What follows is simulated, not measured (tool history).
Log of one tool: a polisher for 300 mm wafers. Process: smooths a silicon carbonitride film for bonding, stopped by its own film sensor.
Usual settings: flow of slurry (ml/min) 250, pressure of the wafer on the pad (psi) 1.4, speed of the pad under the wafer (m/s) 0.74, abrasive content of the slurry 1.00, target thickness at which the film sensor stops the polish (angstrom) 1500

run    hour  flow of slurry (ml/min)  pressure of the wafer on the pad (psi)  speed of the pad under the wafer (m/s)  abrasive content of the slurry  target thickness at which the film sensor stops the polish (angstrom)  incoming thickness of the incoming film, nm  time until the film sensor stopped the polish (s)
  1     0.0                      250                                     1.4                                    0.74                            1.05                                                                   1500                                        171.9                                              148.9
  2    66.5                      250                                     1.4                                    0.74                            1.05                                                                   1500                                        167.7                                              121.8
  3   132.6                      250                                     1.4                                    0.74                            1.00                                                                   1500                                        168.6                                              134.6
  4   181.4                      250                                     1.4                                    0.74                            1.00                                                                   1500                                        166.7                                              120.7
      233.8  -- slurry blender recalibrated
  5   237.9                      250                                     1.4                                    0.74                            1.00                                                                   1500                                        171.2                                              149.7
      272.5  -- slurry nozzle cleaned
      282.3  -- head pressure recalibrated
  6   291.3                      190                                     1.4                                    0.74                            1.20                                                                   1500                                        170.3                                              127.8
  7   356.6                      250                                     1.4                                    0.74                            1.00                                                                   1500                                        168.6                                              121.1
      392.6  -- worn pad replaced by a new one
  8   403.5                      250                                     1.4                                    0.74                            1.00                                                                   1500                                        168.9                                              127.5
  9   455.8                      250                                     1.4                                    0.74                            1.00                                                                   1500                                        169.8                                              133.6
 10   515.1                      250                                     1.4                                    0.74                            1.00                                                                   1500                                        172.3                                              155.9
 11   565.2                      250                                     1.1                                    0.74                            1.00                                                                   1500                                        168.0                                              145.0
 12   600.5                      275                                     1.6                                    0.56                            0.70                                                                   1500                                        169.4                                              174.0
 13   649.6                      325                                     1.4                                    0.74                            0.70                                                                   1500                                        171.8                                              170.5
      683.3  -- slurry blender recalibrated
 14   719.4                      200                                     1.4                                    0.74                            1.10                                                                   1480                                        169.4                                              148.3
      746.7  -- worn pad replaced by a new one
      755.2  -- slurry nozzle cleaned
 15   755.7                      335                                     1.4                                    0.82                            1.00                                                                   1500                                        166.1                                               90.6
 16   783.1                      250                                     1.6                                    0.74                            1.00                                                                   1500                                        168.0                                              107.2
 17   815.7                      250                                     1.2                                    0.84                            1.00                                                                   1500                                        170.5                                              133.0
 18   882.7                      250                                     1.4                                    0.84                            1.00                                                                   1500                                        172.5                                              140.5
 19   922.9                      250                                     1.2                                    0.86                            1.10                                                                   1560                                        168.4                                               81.2
     1093.2  -- slurry blender recalibrated
 20  1105.5                      250                                     1.9                                    0.96                            1.10                                                                   1500                                        166.9                                               76.2
     1112.5  -- head pressure recalibrated
 21  1141.9                      250                                     1.4                                    0.74                            1.00                                                                   1500                                        168.5                                              129.3
     1180.3  -- worn pad replaced by a new one
 22  1180.9                      250                                     1.4                                    0.74                            1.00                                                                   1500                                        170.1                                              146.1
     1222.6  -- slurry nozzle cleaned
 23  1227.2                      215                                     1.4                                    0.64                            1.10                                                                   1450                                        170.9                                              187.4
 24  1264.4                      250                                     1.4                                    0.74                            0.70                                                                   1500                                        171.8                                              160.8
 25  1319.9                      250                                     1.0                                    0.98                            1.00                                                                   1500                                        168.6                                              121.0
 26  1348.2                      250                                     1.4                                    0.74                            1.00                                                                   1500                                        171.9                                              151.6
 27  1388.1                      250                                     1.2                                    0.74                            0.75                                                                   1500                                        170.6                                              170.7
 28  1435.6                      250                                     1.4                                    0.74                            1.00                                                                   1500                                        170.3                                              141.3
 29  1490.3                      250                                     1.4                                    0.74                            1.00                                                                   1500                                        169.5                                              139.9

Forecast each of these 5 alternatives for the next run:
  A  1490.8                      250                                     1.4                                    0.74                            1.00                                                                   1460                                        172.3                                                  ?
  B  1490.8                      220                                     1.6                                    0.56                            1.00                                                                   1450                                        172.3                                                  ?
  C  1490.8                      250                                     1.8                                    0.74                            0.80                                                                   1500                                        172.3                                                  ?
  D  1490.8                      250                                     1.1                                    0.74                            1.00                                                                   1480                                        172.3                                                  ?
  E  1490.8                      250                                     1.4                                    0.74                            1.00                                                                   1480                                        172.3                                                  ?

run  time until the film sensor stopped the polish (s)
  A                                              194.3
  B                                              238.7
  C                                              151.4
  D                                              206.0
  E                                              179.6
Without the tool's hidden state the same runs would have given:
run  time until the film sensor stopped the polish (s)
  A                                              167.8
  B                                              203.8
  C                                              130.1
  D                                              177.9
  E                                              155.1
